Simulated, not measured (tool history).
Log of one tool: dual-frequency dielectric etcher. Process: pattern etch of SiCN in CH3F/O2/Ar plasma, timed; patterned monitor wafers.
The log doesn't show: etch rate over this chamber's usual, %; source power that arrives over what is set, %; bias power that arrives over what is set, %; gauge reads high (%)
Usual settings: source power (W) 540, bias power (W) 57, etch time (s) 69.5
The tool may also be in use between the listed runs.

run   hour  source power (W)  bias power (W)  etch time (s)  wafers since the last listed run  hours since the last wet clean  hours since the last source power generator calibration  hours since the last bias power generator calibration  hours since the last upper electrode change  hours since the gauge calibration  read-back reference wafer on the same gauge, depth_nm  mean etch depth across the wafer (Å)
  1      0               540              57             65                                 0                           439.4                                                   1413.8                                                 1260.4                                          0.5                              166.9                                                  26.48                                 242.6
  2    0.4               540              57             65                                 4                           439.8                                                   1414.2                                                 1260.8                                          0.9                              167.3                                                   26.5                                 242.5
  3   12.1               540              57             65                               144                           451.5                                                   1425.9                                                 1272.5                                         12.6                                179                                                  26.48                                 243.4
      38.4  -- wet clean of the chamber
  4   38.9               540              57             81                                34                             0.5                                                   1452.7                                                 1299.3                                         39.4                              205.8                                                   26.5                                 306.4
  5   40.8               540              57             80                                23                             2.4                                                   1454.6                                                 1301.2                                         41.3                              207.7                                                  26.48                                 302.2
  6   52.7               540              57             80                               146                            14.3                                                   1466.5                                                 1313.1                                         53.2                              219.6                                                  26.48                                 302.1
  7   61.5               540              57           69.5                               108                            23.1                                                   1475.3                                                 1321.9                                           62                              228.4                                                  26.51                                 261.4
  8  108.9               540              57           69.5                               585                            70.5                                                   1522.7                                                 1369.3                                        109.4                              275.8                                                   26.5                                 261.4
  9  122.3               660              57           69.5                               165                            83.9                                                   1536.1                                                 1382.7                                        122.8                              289.2                                                   26.5                                 291.3
 10  139.4               540              57           69.5                               211                             101                                                   1553.2                                                 1399.8                                        139.9                              306.3                                                  26.49                                 261.7
     144.7  -- source power generator calibrated
 11  146.5               540              45           69.5                                38                           108.1                                                      1.8                                                 1406.9                                          147                              313.4                                                  26.51                                 250.5
 12  159.6               540              57           69.5                               161                           121.2                                                     14.9                                                   1420                                        160.1                              326.5                                                  26.49                                 268.6
 13  170.6               480              63           58.5                               135                           132.2                                                     25.9                                                   1431                                        171.1                              337.5                                                   26.5                                 218.6
     182.1  -- gauge calibrated
 14  184.9               430              57           69.5                               176                           146.5                                                     40.2                                                 1445.3                                        185.4                                2.8                                                   26.5                                 235.3
 15  202.4               470              57           60.5                               216                             164                                                     57.7                                                 1462.8                                        202.9                               20.3                                                  26.52                                 214.6
 16  211.4               540              57           69.5                               111                             173                                                     66.7                                                 1471.8                                        211.9                               29.3                                                  26.52                                 266.8
 17    223               410              53             76                               143                           184.6                                                     78.3                                                 1483.4                                        223.5                               40.9                                                  26.51                                   243
 18  236.8               540              57           52.5                               170                           198.4                                                     92.1                                                 1497.2                                        237.3                               54.7                                                  26.49                                 202.6
 19  247.2               540              65           86.5                               128                           208.8                                                    102.5                                                 1507.6                                        247.7                               65.1                                                   26.5                                 348.5
     256.9  -- bias power generator calibrated
 20  257.4               540              70           60.5                                76                             219                                                    112.7                                                    0.5                                        257.9                               75.3                                                   26.5                                 249.3
 21  285.2               490              69           80.5                               343                           246.8                                                    140.5                                                   28.3                                        285.7                              103.1                                                  26.49                                 313.1
 22  298.7               540              57             61                               166                           260.3                                                      154                                                   41.8                                        299.2                              116.6                                                   26.5                                 235.4
 23  305.7               540              57           69.5                                86                           267.3                                                      161                                                   48.8                                        306.2                              123.6                                                   26.5                                 266.7
 24  321.3               540              57           69.5                               192                           282.9                                                    176.6                                                   64.4                                        321.8                              139.2                                                  26.48                                 266.1
 25  333.6               540              57           69.5                               151                           295.2                                                    188.9                                                   76.7                                        334.1                              151.5                                                  26.48                                 266.7
 26  339.8               580              52           57.5                                76                           301.4                                                    195.1                                                   82.9                                        340.3                              157.7                                                  26.49                                 222.6
 27  355.3               660              67           69.5                               191                           316.9                                                    210.6                                                   98.4                                        355.8                              173.2                                                  26.49                                 311.8
 28  372.1               600              49             56                               207                           333.7                                                    227.4                                                  115.2                                        372.6                                190                                                  26.48                                 216.2
 29  384.2               540              57           69.5                               149                           345.8                                                    239.5                                                  127.3                                        384.7                              202.1                                                  26.49                                 265.5

5 ways to go on from here, each from the tool as it stands after run 29. What would each give?
  A  384.6               580              57           69.5                                 4                           346.2                                                    239.9                                                  127.7                                        385.1                              202.5                                                      ?                                     ?
  B  384.6               650              57           77.5                                 4                           346.2                                                    239.9                                                  127.7                                        385.1                              202.5                                                      ?                                     ?
  C  384.6               540              52           69.5                                 4                           346.2                                                    239.9                                                  127.7                                        385.1                              202.5                                                      ?                                     ?
  D  384.6               500              57           69.5                                 4                           346.2                                                    239.9                                                  127.7                                        385.1                              202.5                                                      ?                                     ?
  E  384.6               460              65           69.5                                 4                           346.2                                                    239.9                                                  127.7                                        385.1                              202.5                                                      ?                                     ?

run  read-back reference wafer on the same gauge, depth_nm  mean etch depth across the wafer (Å)
  A                                                  26.49                                 276.7
  B                                                  26.49                                 327.4
  C                                                  26.49                                 258.5
  D                                                  26.49                                 255.1
  E                                                  26.49                                 254.2
Without the tool's hidden state the same runs would have given:
run  mean etch depth across the wafer (Å)
  A                                 280.8
  B                                 332.3
  C                                 262.4
  D                                 258.9
  E                                   258
